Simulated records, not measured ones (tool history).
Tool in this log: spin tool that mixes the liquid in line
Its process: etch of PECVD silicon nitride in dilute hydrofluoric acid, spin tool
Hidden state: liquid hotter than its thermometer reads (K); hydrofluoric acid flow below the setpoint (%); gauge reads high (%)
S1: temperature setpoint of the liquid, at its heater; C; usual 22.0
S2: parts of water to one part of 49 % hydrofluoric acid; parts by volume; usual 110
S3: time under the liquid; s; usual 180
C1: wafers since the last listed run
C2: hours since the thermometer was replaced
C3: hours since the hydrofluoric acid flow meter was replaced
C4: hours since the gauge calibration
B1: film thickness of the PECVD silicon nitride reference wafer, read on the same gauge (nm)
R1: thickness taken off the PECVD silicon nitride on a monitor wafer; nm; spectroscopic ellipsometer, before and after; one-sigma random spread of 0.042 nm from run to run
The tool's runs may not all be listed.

{"run": 1, "day": 0.0, "S1": 22.0, "S2": 110, "S3": 180, "C1": 0, "C2": 1658.8, "C3": 660.7, "C4": 418.5, "B1": 81.86, "R1": 9.32}
{"day": 0.862, "done": "hydrofluoric acid flow meter replaced"}
{"run": 2, "day": 4.104, "S1": 22.0, "S2": 110, "S3": 180, "C1": 885, "C2": 1757.3, "C3": 77.8, "C4": 517.0, "B1": 82.09, "R1": 9.52}
{"run": 3, "day": 6.408, "S1": 22.0, "S2": 150, "S3": 250, "C1": 502, "C2": 1812.6, "C3": 133.1, "C4": 572.3, "B1": 82.21, "R1": 9.7}
{"run": 4, "day": 7.546, "S1": 22.0, "S2": 150, "S3": 250, "C1": 247, "C2": 1839.9, "C3": 160.4, "C4": 599.6, "B1": 82.29, "R1": 9.63}
{"run": 5, "day": 9.142, "S1": 22.0, "S2": 80, "S3": 180, "C1": 347, "C2": 1878.2, "C3": 198.7, "C4": 637.9, "B1": 82.36, "R1": 12.87}
{"run": 6, "day": 11.092, "S1": 22.0, "S2": 80, "S3": 180, "C1": 425, "C2": 1925.0, "C3": 245.5, "C4": 684.7, "B1": 82.41, "R1": 12.96}
{"run": 7, "day": 12.112, "S1": 22.0, "S2": 110, "S3": 180, "C1": 222, "C2": 1949.5, "C3": 270.0, "C4": 709.2, "B1": 82.43, "R1": 9.42}
{"run": 8, "day": 14.65, "S1": 25.5, "S2": 110, "S3": 180, "C1": 553, "C2": 2010.4, "C3": 330.9, "C4": 770.1, "B1": 82.56, "R1": 11.97}
{"day": 15.954, "done": "thermometer replaced"}
{"run": 9, "day": 19.192, "S1": 25.5, "S2": 110, "S3": 180, "C1": 980, "C2": 77.7, "C3": 439.9, "C4": 879.1, "B1": 82.62, "R1": 12.03}
{"run": 10, "day": 20.971, "S1": 25.5, "S2": 110, "S3": 180, "C1": 387, "C2": 120.4, "C3": 482.6, "C4": 921.8, "B1": 82.67, "R1": 11.96}
{"run": 11, "day": 22.342, "S1": 22.0, "S2": 110, "S3": 180, "C1": 298, "C2": 153.3, "C3": 515.5, "C4": 954.7, "B1": 82.74, "R1": 9.56}
{"run": 12, "day": 24.067, "S1": 26.0, "S2": 110, "S3": 95, "C1": 375, "C2": 194.7, "C3": 556.9, "C4": 996.1, "B1": 82.76, "R1": 6.53}
{"run": 13, "day": 26.75, "S1": 27.0, "S2": 75, "S3": 135, "C1": 584, "C2": 259.1, "C3": 621.3, "C4": 1060.5, "B1": 82.8, "R1": 14.41}
{"day": 26.992, "done": "hydrofluoric acid flow meter replaced"}
{"run": 14, "day": 27.842, "S1": 19.5, "S2": 110, "S3": 180, "C1": 228, "C2": 285.3, "C3": 20.4, "C4": 1086.7, "B1": 82.8, "R1": 8.04}
{"run": 15, "day": 28.904, "S1": 22.0, "S2": 90, "S3": 180, "C1": 231, "C2": 310.8, "C3": 45.9, "C4": 1112.2, "B1": 82.82, "R1": 11.54}
{"day": 29.696, "done": "gauge calibrated"}
{"run": 16, "day": 31.025, "S1": 26.5, "S2": 160, "S3": 180, "C1": 462, "C2": 361.7, "C3": 96.8, "C4": 31.9, "B1": 80.52, "R1": 8.52}
{"run": 17, "day": 32.046, "S1": 19.0, "S2": 80, "S3": 180, "C1": 222, "C2": 386.2, "C3": 121.3, "C4": 56.4, "B1": 80.66, "R1": 10.35}
{"run": 18, "day": 33.746, "S1": 22.0, "S2": 95, "S3": 180, "C1": 370, "C2": 427.0, "C3": 162.1, "C4": 97.2, "B1": 81.02, "R1": 10.77}
{"run": 19, "day": 34.942, "S1": 22.0, "S2": 155, "S3": 100, "C1": 260, "C2": 455.7, "C3": 190.8, "C4": 125.9, "B1": 81.25, "R1": 3.72}
{"run": 20, "day": 36.217, "S1": 19.5, "S2": 110, "S3": 130, "C1": 277, "C2": 486.3, "C3": 221.4, "C4": 156.5, "B1": 81.45, "R1": 5.69}
{"run": 21, "day": 39.458, "S1": 27.0, "S2": 75, "S3": 135, "C1": 706, "C2": 564.1, "C3": 299.2, "C4": 234.3, "B1": 81.95, "R1": 14.31}
{"run": 22, "day": 41.796, "S1": 22.0, "S2": 110, "S3": 180, "C1": 509, "C2": 620.2, "C3": 355.3, "C4": 290.4, "B1": 82.15, "R1": 9.47}

What if the next run were any one of these 5? Each begins from the tool's condition after run 22:
{"run": "A", "day": 41.817, "S1": 25.0, "S2": 110, "S3": 180, "C1": 4, "C2": 620.7, "C3": 355.8, "C4": 290.9, "B1": "?", "R1": "?"}
{"run": "B", "day": 41.817, "S1": 19.5, "S2": 140, "S3": 275, "C1": 4, "C2": 620.7, "C3": 355.8, "C4": 290.9, "B1": "?", "R1": "?"}
{"run": "C", "day": 41.817, "S1": 22.0, "S2": 110, "S3": 100, "C1": 4, "C2": 620.7, "C3": 355.8, "C4": 290.9, "B1": "?", "R1": "?"}
{"run": "D", "day": 41.817, "S1": 22.0, "S2": 60, "S3": 280, "C1": 4, "C2": 620.7, "C3": 355.8, "C4": 290.9, "B1": "?", "R1": "?"}
{"run": "E", "day": 41.817, "S1": 22.0, "S2": 145, "S3": 180, "C1": 4, "C2": 620.7, "C3": 355.8, "C4": 290.9, "B1": "?", "R1": "?"}

run=A B1=82.17 R1=11.59
run=B B1=82.17 R1=9.71
run=C B1=82.17 R1=5.28
run=D B1=82.17 R1=26.80
run=E B1=82.17 R1=7.25
Without the tool's unlogged condition, the same runs would have read:
run=A R1=11.28
run=B R1=9.45
run=C R1=5.14
run=D R1=26.09
run=E R1=7.06

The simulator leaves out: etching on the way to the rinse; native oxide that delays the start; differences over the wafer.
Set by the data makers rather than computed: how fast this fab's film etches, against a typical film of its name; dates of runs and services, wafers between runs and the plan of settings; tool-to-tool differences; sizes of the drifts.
